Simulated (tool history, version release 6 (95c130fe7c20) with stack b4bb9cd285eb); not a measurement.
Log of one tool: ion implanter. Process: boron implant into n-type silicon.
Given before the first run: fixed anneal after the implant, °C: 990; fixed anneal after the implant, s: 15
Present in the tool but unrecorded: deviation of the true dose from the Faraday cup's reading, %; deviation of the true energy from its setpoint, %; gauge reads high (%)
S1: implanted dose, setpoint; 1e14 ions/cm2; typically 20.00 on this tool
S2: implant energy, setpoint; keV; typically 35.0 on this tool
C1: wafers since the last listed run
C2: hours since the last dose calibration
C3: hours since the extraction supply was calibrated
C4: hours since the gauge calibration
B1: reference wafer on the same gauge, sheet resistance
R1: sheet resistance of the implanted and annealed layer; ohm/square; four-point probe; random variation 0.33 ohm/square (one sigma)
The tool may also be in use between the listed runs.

run,day,S1,S2,C1,C2,C3,C4,B1,R1
1,0.000,20.00,35.0,0,1721.9,2238.3,978.7,64.34,79.39
2,2.367,20.00,35.0,630,1778.7,2295.1,1035.5,64.35,79.09
3,3.742,20.00,35.0,366,1811.7,2328.1,1068.5,64.36,79.08
4,5.388,20.00,44.0,438,1851.2,2367.6,1108.0,64.41,78.25
5,12.725,20.00,44.0,1954,2027.3,2543.7,1284.1,64.42,78.86
6,14.483,20.00,44.0,468,2069.5,2585.9,1326.3,64.38,78.23
7,17.317,24.01,35.0,754,2137.5,2653.9,1394.3,64.47,71.34
# day 19.825: Faraday cup replaced and dose calibrated
8,19.846,17.38,35.0,585,0.5,2714.6,1455.0,64.51,87.45
9,22.808,17.38,35.0,789,71.6,2785.7,1526.1,64.52,87.62
10,25.042,17.38,35.0,595,125.2,2839.3,1579.7,64.48,87.16
11,26.112,23.74,35.0,285,150.9,2865.0,1605.4,64.52,71.73
12,27.821,23.74,35.0,455,191.9,2906.0,1646.4,64.53,72.32
13,28.867,20.00,35.0,278,217.0,2931.1,1671.5,64.56,79.82
# day 30.662: gauge calibrated
14,31.600,17.49,35.0,728,282.6,2996.7,22.5,63.32,85.49
15,34.575,16.10,27.0,792,354.0,3068.1,93.9,63.42,92.64
16,37.162,22.64,28.5,689,416.1,3130.2,156.0,63.56,75.46
17,44.662,16.79,39.0,1998,596.1,3310.2,336.0,63.86,87.81
18,47.254,24.68,31.5,690,658.3,3372.4,398.2,63.91,70.96
19,49.175,20.00,35.0,511,704.4,3418.5,444.3,63.95,78.91
20,53.267,17.93,45.0,1090,802.6,3516.7,542.5,64.12,84.00
21,54.979,20.00,35.0,456,843.7,3557.8,583.6,64.12,79.88
22,57.917,22.80,30.0,782,914.2,3628.3,654.1,64.19,75.63
# day 59.562: extraction supply calibrated
23,61.175,22.26,26.0,779,992.4,38.7,732.3,64.23,78.89
24,63.700,20.00,35.0,672,1053.0,99.3,792.9,64.30,79.13
25,65.638,21.98,43.5,516,1099.5,145.8,839.4,64.33,73.37
26,68.192,14.61,35.0,680,1160.8,207.1,900.7,64.33,98.21
27,70.304,20.00,35.0,562,1211.5,257.8,951.4,64.36,79.52
28,72.979,20.00,35.0,712,1275.7,322.0,1015.6,64.38,79.73
29,74.854,15.88,42.0,499,1320.7,367.0,1060.6,64.38,92.04
30,76.112,14.54,31.5,335,1350.9,397.2,1090.8,64.41,99.47
31,78.029,16.60,45.5,510,1396.9,443.2,1136.8,64.44,88.30
32,80.917,20.00,35.0,769,1466.2,512.5,1206.1,64.49,80.01
33,83.454,15.23,39.5,676,1527.1,573.4,1267.0,64.46,95.34
34,86.108,22.55,35.0,707,1590.8,637.1,1330.7,64.55,74.59
35,87.267,25.25,25.5,308,1618.6,664.9,1358.5,64.52,74.95
36,90.179,20.00,39.0,775,1688.5,734.8,1428.4,64.56,79.25

Here are 5 independent what-if runs from the current tool condition. What would each one return?
A,90.196,17.75,35.0,4,1688.9,735.2,1428.8,?,?
B,90.196,14.20,35.0,4,1688.9,735.2,1428.8,?,?
C,90.196,25.46,24.5,4,1688.9,735.2,1428.8,?,?
D,90.196,16.53,43.5,4,1688.9,735.2,1428.8,?,?
E,90.196,20.00,38.5,4,1688.9,735.2,1428.8,?,?

run,B1,R1
A,64.53,86.78
B,64.53,101.36
C,64.53,76.09
D,64.53,89.84
E,64.53,79.51
Without the tool's hidden state the same runs would have given:
run,R1
A,84.97
B,99.24
C,74.51
D,87.97
E,77.85

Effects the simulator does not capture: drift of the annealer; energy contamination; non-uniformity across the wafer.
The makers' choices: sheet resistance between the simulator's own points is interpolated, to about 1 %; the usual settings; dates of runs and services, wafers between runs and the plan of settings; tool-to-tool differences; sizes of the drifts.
